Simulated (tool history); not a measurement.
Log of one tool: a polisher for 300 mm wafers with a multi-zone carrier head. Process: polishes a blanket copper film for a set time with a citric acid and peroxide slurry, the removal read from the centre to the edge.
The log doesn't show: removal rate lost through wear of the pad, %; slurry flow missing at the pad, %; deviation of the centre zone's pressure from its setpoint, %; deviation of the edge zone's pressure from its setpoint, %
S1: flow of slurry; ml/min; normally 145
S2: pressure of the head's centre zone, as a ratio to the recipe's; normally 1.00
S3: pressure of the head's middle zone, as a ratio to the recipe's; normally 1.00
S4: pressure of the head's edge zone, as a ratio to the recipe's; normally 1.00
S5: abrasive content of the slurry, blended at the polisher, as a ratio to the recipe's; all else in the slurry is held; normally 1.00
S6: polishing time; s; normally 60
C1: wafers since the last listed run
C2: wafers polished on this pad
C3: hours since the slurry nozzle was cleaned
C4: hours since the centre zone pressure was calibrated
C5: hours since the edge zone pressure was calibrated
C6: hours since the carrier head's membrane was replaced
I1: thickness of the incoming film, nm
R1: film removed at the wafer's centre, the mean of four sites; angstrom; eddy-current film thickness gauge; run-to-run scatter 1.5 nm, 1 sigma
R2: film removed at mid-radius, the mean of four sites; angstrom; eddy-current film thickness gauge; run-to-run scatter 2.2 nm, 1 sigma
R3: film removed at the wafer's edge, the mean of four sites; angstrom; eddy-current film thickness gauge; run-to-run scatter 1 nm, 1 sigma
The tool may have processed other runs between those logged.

| run | hour | S1 | S2 | S3 | S4 | S5 | S6 | C1 | C2 | C3 | C4 | C5 | C6 | I1 | R1 | R2 | R3 |
|---|---|---|---|---|---|---|---|---|---|---|---|---|---|---|---|---|---|
| 1 | 0.0 | 145 | 1.00 | 1.00 | 1.00 | 1.00 | 60 | 0 | 1774 | 427.5 | 197.3 | 165.0 | 775.0 | 878.3 | 1465 | 1493 | 1440 |
| 2 | 41.0 | 145 | 1.00 | 1.00 | 1.00 | 1.00 | 60 | 390 | 2165 | 468.5 | 238.3 | 206.0 | 816.0 | 876.6 | 1440 | 1482 | 1421 |
| 3 | 82.2 | 145 | 1.00 | 1.00 | 1.00 | 1.00 | 60 | 392 | 2558 | 509.7 | 279.5 | 247.2 | 857.2 | 873.2 | 1420 | 1431 | 1393 |
|  | 100.2 | worn pad replaced by a new one |
| 4 | 131.1 | 125 | 1.08 | 1.00 | 1.00 | 1.00 | 60 | 428 | 294 | 558.6 | 328.4 | 296.1 | 906.1 | 902.0 | 1525 | 1461 | 1433 |
| 5 | 167.8 | 125 | 1.08 | 1.00 | 1.00 | 1.00 | 60 | 349 | 644 | 595.3 | 365.1 | 332.8 | 942.8 | 884.4 | 1552 | 1467 | 1450 |
| 6 | 193.9 | 125 | 1.08 | 1.00 | 1.00 | 1.00 | 60 | 248 | 893 | 621.4 | 391.2 | 358.9 | 968.9 | 889.3 | 1525 | 1461 | 1446 |
|  | 238.2 | centre zone pressure recalibrated |
| 7 | 255.6 | 145 | 1.00 | 1.00 | 0.92 | 1.00 | 60 | 569 | 1462 | 683.1 | 17.4 | 420.6 | 1030.6 | 899.6 | 1471 | 1492 | 1407 |
| 8 | 315.8 | 145 | 0.89 | 1.09 | 1.05 | 1.00 | 60 | 574 | 2036 | 743.3 | 77.6 | 480.8 | 1090.8 | 888.9 | 1292 | 1587 | 1467 |
|  | 346.5 | slurry nozzle cleaned |
| 9 | 349.0 | 145 | 1.00 | 1.00 | 1.08 | 0.75 | 60 | 307 | 2343 | 2.5 | 110.8 | 514.0 | 1124.0 | 898.5 | 1286 | 1315 | 1362 |
|  | 383.4 | worn pad replaced by a new one |
| 10 | 386.8 | 145 | 0.97 | 1.03 | 0.93 | 1.00 | 80 | 322 | 32 | 40.3 | 148.6 | 551.8 | 1161.8 | 883.1 | 1908 | 2087 | 1917 |
|  | 393.0 | edge zone pressure recalibrated |
|  | 433.2 | carrier head's membrane replaced by a new one |
| 11 | 452.0 | 145 | 0.89 | 1.00 | 1.00 | 1.00 | 73 | 555 | 587 | 105.5 | 213.8 | 59.0 | 18.8 | 884.4 | 1647 | 1844 | 1805 |
| 12 | 485.5 | 145 | 1.00 | 1.00 | 1.00 | 1.00 | 76 | 319 | 907 | 139.0 | 247.3 | 92.5 | 52.3 | 899.2 | 1892 | 1951 | 1857 |
| 13 | 535.5 | 180 | 1.00 | 1.00 | 1.00 | 1.00 | 60 | 476 | 1383 | 189.0 | 297.3 | 142.5 | 102.3 | 893.4 | 1571 | 1555 | 1504 |
| 14 | 581.4 | 145 | 0.92 | 0.88 | 1.11 | 1.00 | 79 | 437 | 1821 | 234.9 | 343.2 | 188.4 | 148.2 | 894.5 | 1790 | 1792 | 1986 |
|  | 683.3 | centre zone pressure recalibrated |
|  | 706.4 | worn pad replaced by a new one |
| 15 | 780.0 | 145 | 1.00 | 1.00 | 0.89 | 1.15 | 60 | 1836 | 701 | 433.5 | 96.7 | 387.0 | 346.8 | 881.9 | 1548 | 1539 | 1456 |
| 16 | 848.8 | 145 | 1.00 | 1.10 | 1.00 | 0.75 | 60 | 656 | 1357 | 502.3 | 165.5 | 455.8 | 415.6 | 891.6 | 1344 | 1463 | 1313 |
| 17 | 884.3 | 145 | 1.00 | 1.00 | 1.00 | 1.00 | 60 | 338 | 1696 | 537.8 | 201.0 | 491.3 | 451.1 | 881.4 | 1449 | 1477 | 1432 |
|  | 896.0 | edge zone pressure recalibrated |
| 18 | 938.2 | 145 | 1.00 | 1.00 | 1.08 | 0.75 | 60 | 494 | 2191 | 591.7 | 254.9 | 42.2 | 505.0 | 874.1 | 1299 | 1334 | 1348 |
|  | 995.3 | worn pad replaced by a new one |
| 19 | 1008.8 | 145 | 1.07 | 1.00 | 1.09 | 1.00 | 60 | 635 | 128 | 662.3 | 325.5 | 112.8 | 575.6 | 888.8 | 1569 | 1524 | 1546 |
|  | 1045.0 | slurry nozzle cleaned |
| 20 | 1053.2 | 145 | 0.92 | 0.88 | 1.11 | 1.00 | 79 | 413 | 542 | 8.2 | 369.9 | 157.2 | 620.0 | 900.5 | 1831 | 1776 | 2042 |
| 21 | 1107.2 | 145 | 1.03 | 1.00 | 1.00 | 1.00 | 79 | 514 | 1057 | 62.2 | 423.9 | 211.2 | 674.0 | 877.2 | 1957 | 1974 | 1931 |
| 22 | 1139.5 | 145 | 1.00 | 1.00 | 1.00 | 1.20 | 60 | 308 | 1365 | 94.5 | 456.2 | 243.5 | 706.3 | 882.0 | 1538 | 1609 | 1532 |

Predict each of these 3 candidate next runs independently; none follows another, all start after run 22:
| A | 1139.9 | 145 | 1.00 | 1.00 | 1.00 | 1.15 | 60 | 3 | 1369 | 94.9 | 456.6 | 243.9 | 706.7 | 891.8 | ? | ? | ? |
| B | 1139.9 | 175 | 1.05 | 1.09 | 1.00 | 1.25 | 60 | 3 | 1369 | 94.9 | 456.6 | 243.9 | 706.7 | 891.8 | ? | ? | ? |
| C | 1139.9 | 145 | 1.00 | 1.00 | 1.12 | 0.85 | 74 | 3 | 1369 | 94.9 | 456.6 | 243.9 | 706.7 | 891.8 | ? | ? | ? |

| run | R1 | R2 | R3 |
|---|---|---|---|
| A | 1537 | 1559 | 1515 |
| B | 1712 | 1784 | 1592 |
| C | 1726 | 1752 | 1800 |
With the hidden condition removed and each run's random variation left untouched, the same runs would have given:
| run | R1 | R2 | R3 |
|---|---|---|---|
| A | 1575 | 1599 | 1553 |
| B | 1755 | 1829 | 1632 |
| C | 1770 | 1796 | 1845 |
